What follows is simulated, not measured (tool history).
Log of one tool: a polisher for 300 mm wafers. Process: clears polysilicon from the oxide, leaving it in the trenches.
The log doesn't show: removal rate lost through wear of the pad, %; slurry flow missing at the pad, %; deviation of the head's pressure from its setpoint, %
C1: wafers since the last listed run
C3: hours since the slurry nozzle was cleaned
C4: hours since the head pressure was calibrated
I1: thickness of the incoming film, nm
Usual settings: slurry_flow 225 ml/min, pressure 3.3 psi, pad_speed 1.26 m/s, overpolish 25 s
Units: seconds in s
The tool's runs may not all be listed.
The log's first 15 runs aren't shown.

{"run": 16, "day": 13.621, "slurry_flow": 195, "pressure": 2.5, "pad_speed": 1.26, "overpolish": 39, "C1": 145, "wafers polished on this pad": 886, "C3": 454, "C4": 71.9, "I1": 438.3, "seconds": 29.6}
{"run": 17, "day": 14.233, "slurry_flow": 225, "pressure": 3.3, "pad_speed": 1.26, "overpolish": 37, "C1": 117, "wafers polished on this pad": 1003, "C3": 468.7, "C4": 86.6, "I1": 449.2, "seconds": 22.7}
{"run": 18, "day": 15.125, "slurry_flow": 225, "pressure": 3.3, "pad_speed": 1.26, "overpolish": 25, "C1": 170, "wafers polished on this pad": 1174, "C3": 490.1, "C4": 108, "I1": 437.3, "seconds": 22}
{"run": 19, "day": 15.9, "slurry_flow": 255, "pressure": 2.9, "pad_speed": 1.38, "overpolish": 25, "C1": 148, "wafers polished on this pad": 1322, "C3": 508.7, "C4": 126.6, "I1": 445.4, "seconds": 23.3}
{"day": 18.225, "done": "worn pad replaced by a new one"}
{"run": 20, "day": 19.188, "slurry_flow": 225, "pressure": 3.3, "pad_speed": 1.48, "overpolish": 25, "C1": 596, "wafers polished on this pad": 183, "C3": 587.6, "C4": 205.5, "I1": 433.2, "seconds": 19.1}
{"run": 21, "day": 20.367, "slurry_flow": 225, "pressure": 3.3, "pad_speed": 1.26, "overpolish": 35, "C1": 225, "wafers polished on this pad": 409, "C3": 615.9, "C4": 233.8, "I1": 443.3, "seconds": 22.9}
{"run": 22, "day": 21.771, "slurry_flow": 245, "pressure": 3.3, "pad_speed": 1.26, "overpolish": 34, "C1": 268, "wafers polished on this pad": 677, "C3": 649.6, "C4": 267.5, "I1": 443.1, "seconds": 22.6}
{"run": 23, "day": 22.567, "slurry_flow": 155, "pressure": 3.9, "pad_speed": 1.14, "overpolish": 32, "C1": 152, "wafers polished on this pad": 829, "C3": 668.7, "C4": 286.6, "I1": 435.4, "seconds": 21.9}
{"run": 24, "day": 23.133, "slurry_flow": 225, "pressure": 2.9, "pad_speed": 1.26, "overpolish": 33, "C1": 108, "wafers polished on this pad": 938, "C3": 682.3, "C4": 300.2, "I1": 439.8, "seconds": 26.2}
{"run": 25, "day": 23.921, "slurry_flow": 225, "pressure": 3.3, "pad_speed": 1.26, "overpolish": 25, "C1": 150, "wafers polished on this pad": 1088, "C3": 701.2, "C4": 319.1, "I1": 438.7, "seconds": 22.9}
{"day": 24.104, "done": "slurry nozzle cleaned"}
{"run": 26, "day": 24.712, "slurry_flow": 300, "pressure": 2.5, "pad_speed": 1.26, "overpolish": 25, "C1": 143, "wafers polished on this pad": 1232, "C3": 14.6, "C4": 338.1, "I1": 442.4, "seconds": 29.8}
{"run": 27, "day": 25.542, "slurry_flow": 225, "pressure": 2.4, "pad_speed": 1.14, "overpolish": 25, "C1": 158, "wafers polished on this pad": 1390, "C3": 34.5, "C4": 358, "I1": 443.2, "seconds": 34.9}
{"day": 25.758, "done": "worn pad replaced by a new one"}
{"day": 25.896, "done": "head pressure recalibrated"}
{"run": 28, "day": 26.212, "slurry_flow": 225, "pressure": 3.3, "pad_speed": 1, "overpolish": 25, "C1": 80, "wafers polished on this pad": 71, "C3": 50.6, "C4": 7.6, "I1": 440, "seconds": 25.9}
{"run": 29, "day": 27.567, "slurry_flow": 225, "pressure": 3.3, "pad_speed": 1.26, "overpolish": 25, "C1": 258, "wafers polished on this pad": 330, "C3": 83.1, "C4": 40.1, "I1": 440.1, "seconds": 22}
{"run": 30, "day": 28.25, "slurry_flow": 225, "pressure": 2.7, "pad_speed": 1.64, "overpolish": 25, "C1": 130, "wafers polished on this pad": 460, "C3": 99.5, "C4": 56.5, "I1": 440, "seconds": 21.3}
{"run": 31, "day": 29.229, "slurry_flow": 180, "pressure": 2.9, "pad_speed": 1.26, "overpolish": 35, "C1": 187, "wafers polished on this pad": 647, "C3": 123, "C4": 80, "I1": 439.5, "seconds": 25.8}
{"run": 32, "day": 30.025, "slurry_flow": 225, "pressure": 3.3, "pad_speed": 1.26, "overpolish": 25, "C1": 152, "wafers polished on this pad": 800, "C3": 142.1, "C4": 99.1, "I1": 440.8, "seconds": 22.2}
{"run": 33, "day": 31.117, "slurry_flow": 200, "pressure": 3.8, "pad_speed": 1.52, "overpolish": 36, "C1": 208, "wafers polished on this pad": 1008, "C3": 168.3, "C4": 125.3, "I1": 439.8, "seconds": 16.8}
{"run": 34, "day": 31.904, "slurry_flow": 225, "pressure": 3.9, "pad_speed": 1.26, "overpolish": 25, "C1": 150, "wafers polished on this pad": 1159, "C3": 187.2, "C4": 144.2, "I1": 447.1, "seconds": 19.2}
{"run": 35, "day": 32.746, "slurry_flow": 225, "pressure": 3.3, "pad_speed": 0.82, "overpolish": 25, "C1": 160, "wafers polished on this pad": 1320, "C3": 207.4, "C4": 164.4, "I1": 439.2, "seconds": 32.1}

4 ways to go on from here, each from the tool as it stands after run 35. What would each give?
{"run": "A", "day": 32.762, "slurry_flow": 225, "pressure": 3.3, "pad_speed": 1.26, "overpolish": 19, "C1": 3, "wafers polished on this pad": 1323, "C3": 207.8, "C4": 164.8, "I1": 430.6, "seconds": "?"}
{"run": "B", "day": 32.762, "slurry_flow": 165, "pressure": 4, "pad_speed": 1.26, "overpolish": 16, "C1": 3, "wafers polished on this pad": 1323, "C3": 207.8, "C4": 164.8, "I1": 430.6, "seconds": "?"}
{"run": "C", "day": 32.762, "slurry_flow": 295, "pressure": 3.7, "pad_speed": 1.54, "overpolish": 25, "C1": 3, "wafers polished on this pad": 1323, "C3": 207.8, "C4": 164.8, "I1": 430.6, "seconds": "?"}
{"run": "D", "day": 32.762, "slurry_flow": 225, "pressure": 3.3, "pad_speed": 1.26, "overpolish": 34, "C1": 3, "wafers polished on this pad": 1323, "C3": 207.8, "C4": 164.8, "I1": 430.6, "seconds": "?"}

run=A seconds=22
run=B seconds=19
run=C seconds=16
run=D seconds=22
Without the tool's hidden state the same runs would have given:
run=A seconds=21.3
run=B seconds=18.4
run=C seconds=15.5
run=D seconds=21.3
